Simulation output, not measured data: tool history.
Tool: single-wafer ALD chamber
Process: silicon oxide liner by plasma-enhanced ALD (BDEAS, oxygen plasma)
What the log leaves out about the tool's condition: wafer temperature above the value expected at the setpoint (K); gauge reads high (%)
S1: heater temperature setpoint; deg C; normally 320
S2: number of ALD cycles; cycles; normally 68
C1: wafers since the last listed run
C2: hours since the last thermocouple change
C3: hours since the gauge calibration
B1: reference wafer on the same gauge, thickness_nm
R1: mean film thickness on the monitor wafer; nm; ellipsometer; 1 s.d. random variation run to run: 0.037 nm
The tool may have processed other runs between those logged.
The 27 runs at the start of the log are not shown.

Run 28, hour 901.2: usual settings but S1 311 deg C, S2 62 cycles; C1 116; C2 210.3; C3 225.1; B1 8.039. Result: R1 6.582 nm.
Run 29, hour 925.9: usual settings but S1 325 deg C, S2 75 cycles; C1 181; C2 235; C3 249.8; B1 8.041. Result: R1 7.694 nm.
Run 30, hour 949.5: usual settings; C1 173; C2 258.6; C3 273.4; B1 8.049. Result: R1 7.134 nm.
Run 31, hour 968.4: usual settings but S1 311 deg C, S2 76 cycles; C1 138; C2 277.5; C3 292.3; B1 8.05. Result: R1 8.106 nm.
Run 32, hour 989.9: usual settings but S1 305 deg C, S2 63 cycles; C1 158; C2 299; C3 313.8; B1 8.049. Result: R1 6.852 nm.
Run 33, hour 1020.9: usual settings but S1 310 deg C, S2 77 cycles; C1 227; C2 330; C3 344.8; B1 8.065. Result: R1 8.266 nm.
Run 34, hour 1063: usual settings but S1 326 deg C, S2 74 cycles; C1 309; C2 372.1; C3 386.9; B1 8.076. Result: R1 7.685 nm.
Run 35, hour 1087: usual settings but S1 330 deg C; C1 176; C2 396.1; C3 410.9; B1 8.083. Result: R1 7.048 nm.
Run 36, hour 1099.4: usual settings but S1 332 deg C, S2 79 cycles; C1 91; C2 408.5; C3 423.3; B1 8.092. Result: R1 8.211 nm.
Run 37, hour 1131: usual settings; C1 232; C2 440.1; C3 454.9; B1 8.096. Result: R1 7.218 nm.
Run 38, hour 1164: usual settings but S1 309 deg C; C1 242; C2 473.1; C3 487.9; B1 8.107. Result: R1 7.351 nm.
Run 39, hour 1196.7: usual settings but S1 312 deg C, S2 57 cycles; C1 240; C2 505.8; C3 520.6; B1 8.121. Result: R1 6.125 nm.

For run 40, what comes out?
Run 40, hour 1215.2: usual settings but S1 306 deg C, S2 76 cycles; C1 136; C2 524.3; C3 539.1; B1 ?. Result: R1 ?.

Run 40 yielded B1 8.133, R1 8.205 nm.
Were there no unlogged condition in the tool, this run, its random variation unchanged, would have produced R1 8.075 nm.

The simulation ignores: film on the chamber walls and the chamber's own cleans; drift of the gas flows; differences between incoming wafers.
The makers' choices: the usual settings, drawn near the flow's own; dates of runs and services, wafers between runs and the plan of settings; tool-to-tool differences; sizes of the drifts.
